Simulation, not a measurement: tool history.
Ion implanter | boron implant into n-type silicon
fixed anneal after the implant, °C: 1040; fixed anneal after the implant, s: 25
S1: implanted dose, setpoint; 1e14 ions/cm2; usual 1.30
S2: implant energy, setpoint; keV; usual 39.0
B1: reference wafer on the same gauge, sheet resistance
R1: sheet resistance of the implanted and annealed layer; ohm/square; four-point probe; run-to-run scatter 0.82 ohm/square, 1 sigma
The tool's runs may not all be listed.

Run 1, hour 0.0: usual settings; B1 481.05. Result: R1 537.19 ohm/square.
Run 2, hour 196.4: usual settings; B1 481.17. Result: R1 534.67 ohm/square.
Run 3, hour 265.0: usual settings; B1 481.15. Result: R1 534.30 ohm/square.
Run 4, hour 320.5: usual settings; B1 481.18. Result: R1 531.42 ohm/square.
Run 5, hour 381.2: usual settings; B1 480.95. Result: R1 531.04 ohm/square.
Run 6, hour 452.9: usual settings; B1 481.00. Result: R1 530.72 ohm/square.
At hour 479.5: gauge calibrated.
At hour 497.3: extraction supply calibrated.
Run 7, hour 510.6: usual settings; B1 480.84. Result: R1 530.81 ohm/square.
Run 8, hour 557.9: usual settings but S1 1.54 1e14 ions/cm2; B1 480.89. Result: R1 467.21 ohm/square.
Run 9, hour 629.1: usual settings but S2 46.5 keV; B1 480.70. Result: R1 513.70 ohm/square.
Run 10, hour 659.5: usual settings but S1 1.11 1e14 ions/cm2, S2 35.0 keV; B1 481.10. Result: R1 604.02 ohm/square.
Run 11, hour 714.7: usual settings but S1 0.96 1e14 ions/cm2; B1 481.31. Result: R1 656.18 ohm/square.
Run 12, hour 739.6: usual settings but S2 29.0 keV; B1 480.90. Result: R1 554.72 ohm/square.
Run 13, hour 766.8: usual settings but S2 48.5 keV; B1 481.23. Result: R1 508.27 ohm/square.
At hour 800.5: Faraday cup replaced and dose calibrated.
Run 14, hour 810.6: usual settings but S1 1.66 1e14 ions/cm2, S2 46.0 keV; B1 480.76. Result: R1 442.36 ohm/square.
Run 15, hour 981.2: usual settings but S2 48.5 keV; B1 481.18. Result: R1 523.84 ohm/square.
Run 16, hour 1010.5: usual settings but S2 32.0 keV; B1 480.79. Result: R1 562.13 ohm/square.
Run 17, hour 1048.8: usual settings; B1 480.63. Result: R1 542.88 ohm/square.
Run 18, hour 1110.8: usual settings but S1 0.97 1e14 ions/cm2, S2 33.5 keV; B1 480.90. Result: R1 688.39 ohm/square.
Run 19, hour 1152.6: usual settings; B1 481.14. Result: R1 542.45 ohm/square.

Predict each of these 5 candidate next runs independently; none follows another, all start after run 19:
Run A, hour 1153.0: usual settings but S2 46.0 keV; B1 ?. Result: R1 ?.
Run B, hour 1153.0: usual settings but S1 1.09 1e14 ions/cm2, S2 35.5 keV; B1 ?. Result: R1 ?.
Run C, hour 1153.0: usual settings but S1 1.51 1e14 ions/cm2, S2 43.0 keV; B1 ?. Result: R1 ?.
Run D, hour 1153.0: usual settings but S1 1.08 1e14 ions/cm2; B1 ?. Result: R1 ?.
Run E, hour 1153.0: usual settings but S1 1.02 1e14 ions/cm2, S2 28.0 keV; B1 ?. Result: R1 ?.

run      B1      R1
  A  481.28  527.61
  B  481.28  626.68
  C  481.28  478.47
  D  481.28  620.18
  E  481.28  686.68
Without the tool's hidden state the same runs would have given:
run      R1
  A  528.41
  B  627.64
  C  479.21
  D  621.11
  E  687.74
